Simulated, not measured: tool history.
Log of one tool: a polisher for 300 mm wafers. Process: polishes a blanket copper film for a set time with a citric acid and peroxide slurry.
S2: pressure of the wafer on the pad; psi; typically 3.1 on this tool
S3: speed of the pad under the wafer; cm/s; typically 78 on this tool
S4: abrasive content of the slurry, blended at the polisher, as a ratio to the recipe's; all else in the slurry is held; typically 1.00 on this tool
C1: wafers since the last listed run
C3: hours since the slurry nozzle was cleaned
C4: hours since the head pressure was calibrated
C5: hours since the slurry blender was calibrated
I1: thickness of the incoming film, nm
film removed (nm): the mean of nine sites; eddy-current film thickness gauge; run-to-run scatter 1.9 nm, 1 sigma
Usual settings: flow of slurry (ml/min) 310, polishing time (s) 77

run 1 hour=0.0 | flow_of_slurry_(ml/min)=310 S2=3.1 S3=78 S4=1.00 polishing_time_(s)=77 | C1=0 wafers_polished_on_this_pad=1247 C3=448.7 C4=732.1 C5=56.3 | I1=899.6 | film_removed_(nm)=142.3
-- hour=98.8 worn pad replaced by a new one
run 2 hour=101.7 | flow_of_slurry_(ml/min)=310 S2=3.1 S3=78 S4=1.00 polishing_time_(s)=77 | C1=829 wafers_polished_on_this_pad=24 C3=550.4 C4=833.8 C5=158.0 | I1=882.7 | film_removed_(nm)=151.1
run 3 hour=154.5 | flow_of_slurry_(ml/min)=310 S2=3.1 S3=78 S4=1.00 polishing_time_(s)=77 | C1=448 wafers_polished_on_this_pad=472 C3=603.2 C4=886.6 C5=210.8 | I1=898.6 | film_removed_(nm)=149.6
run 4 hour=204.6 | flow_of_slurry_(ml/min)=310 S2=3.1 S3=78 S4=1.00 polishing_time_(s)=58 | C1=425 wafers_polished_on_this_pad=898 C3=653.3 C4=936.7 C5=260.9 | I1=895.0 | film_removed_(nm)=107.4
run 5 hour=306.3 | flow_of_slurry_(ml/min)=310 S2=3.1 S3=78 S4=1.00 polishing_time_(s)=58 | C1=863 wafers_polished_on_this_pad=1761 C3=755.0 C4=1038.4 C5=362.6 | I1=897.0 | film_removed_(nm)=104.0
-- hour=358.0 slurry blender recalibrated
-- hour=371.3 worn pad replaced by a new one
-- hour=375.0 slurry nozzle cleaned
run 6 hour=376.1 | flow_of_slurry_(ml/min)=310 S2=3.1 S3=78 S4=1.00 polishing_time_(s)=58 | C1=533 wafers_polished_on_this_pad=32 C3=1.1 C4=1108.2 C5=18.1 | I1=888.5 | film_removed_(nm)=121.3
-- hour=413.5 head pressure recalibrated
run 7 hour=432.5 | flow_of_slurry_(ml/min)=310 S2=3.1 S3=78 S4=1.00 polishing_time_(s)=77 | C1=461 wafers_polished_on_this_pad=494 C3=57.5 C4=19.0 C5=74.5 | I1=895.8 | film_removed_(nm)=151.0
run 8 hour=506.8 | flow_of_slurry_(ml/min)=350 S2=3.1 S3=78 S4=1.00 polishing_time_(s)=77 | C1=630 wafers_polished_on_this_pad=1124 C3=131.8 C4=93.3 C5=148.8 | I1=902.6 | film_removed_(nm)=148.0
run 9 hour=546.5 | flow_of_slurry_(ml/min)=245 S2=3.8 S3=78 S4=0.90 polishing_time_(s)=95 | C1=336 wafers_polished_on_this_pad=1461 C3=171.5 C4=133.0 C5=188.5 | I1=882.8 | film_removed_(nm)=198.2
-- hour=579.7 worn pad replaced by a new one
run 10 hour=630.8 | flow_of_slurry_(ml/min)=310 S2=3.1 S3=92 S4=1.00 polishing_time_(s)=89 | C1=681 wafers_polished_on_this_pad=433 C3=255.8 C4=217.3 C5=272.8 | I1=900.4 | film_removed_(nm)=200.7
run 11 hour=696.8 | flow_of_slurry_(ml/min)=210 S2=3.1 S3=78 S4=1.00 polishing_time_(s)=86 | C1=560 wafers_polished_on_this_pad=993 C3=321.8 C4=283.3 C5=338.8 | I1=898.3 | film_removed_(nm)=151.0
-- hour=772.9 slurry blender recalibrated
-- hour=830.5 worn pad replaced by a new one
run 12 hour=1004.2 | flow_of_slurry_(ml/min)=225 S2=3.1 S3=78 S4=1.20 polishing_time_(s)=77 | C1=2558 wafers_polished_on_this_pad=1474 C3=629.2 C4=590.7 C5=231.3 | I1=884.5 | film_removed_(nm)=130.7
run 13 hour=1053.2 | flow_of_slurry_(ml/min)=310 S2=2.4 S3=100 S4=1.00 polishing_time_(s)=90 | C1=415 wafers_polished_on_this_pad=1890 C3=678.2 C4=639.7 C5=280.3 | I1=898.9 | film_removed_(nm)=170.8
-- hour=1075.2 worn pad replaced by a new one
run 14 hour=1153.0 | flow_of_slurry_(ml/min)=310 S2=3.1 S3=78 S4=1.00 polishing_time_(s)=77 | C1=813 wafers_polished_on_this_pad=660 C3=778.0 C4=739.5 C5=380.1 | I1=905.0 | film_removed_(nm)=143.4
-- hour=1170.5 slurry nozzle cleaned
-- hour=1179.8 slurry blender recalibrated
run 15 hour=1217.9 | flow_of_slurry_(ml/min)=310 S2=3.1 S3=78 S4=0.85 polishing_time_(s)=58 | C1=525 wafers_polished_on_this_pad=1186 C3=47.4 C4=804.4 C5=38.1 | I1=900.9 | film_removed_(nm)=109.5

The logged runs with the hidden state left out (each run's random variation unchanged):
Hidden conditions of the tool in this case: removal rate lost through wear of the pad, %; slurry flow missing at the pad, %; deviation of the head's pressure from its setpoint, %; abrasive missing from the slurry, %.
run=1 film_removed_(nm)=164.0
run=2 film_removed_(nm)=161.5
run=3 film_removed_(nm)=167.8
run=4 film_removed_(nm)=123.6
run=5 film_removed_(nm)=122.6
run=6 film_removed_(nm)=122.3
run=7 film_removed_(nm)=161.2
run=8 film_removed_(nm)=164.1
run=9 film_removed_(nm)=225.4
run=10 film_removed_(nm)=219.3
run=11 film_removed_(nm)=175.8
run=12 film_removed_(nm)=161.7
run=13 film_removed_(nm)=207.0
run=14 film_removed_(nm)=164.8
run=15 film_removed_(nm)=120.2
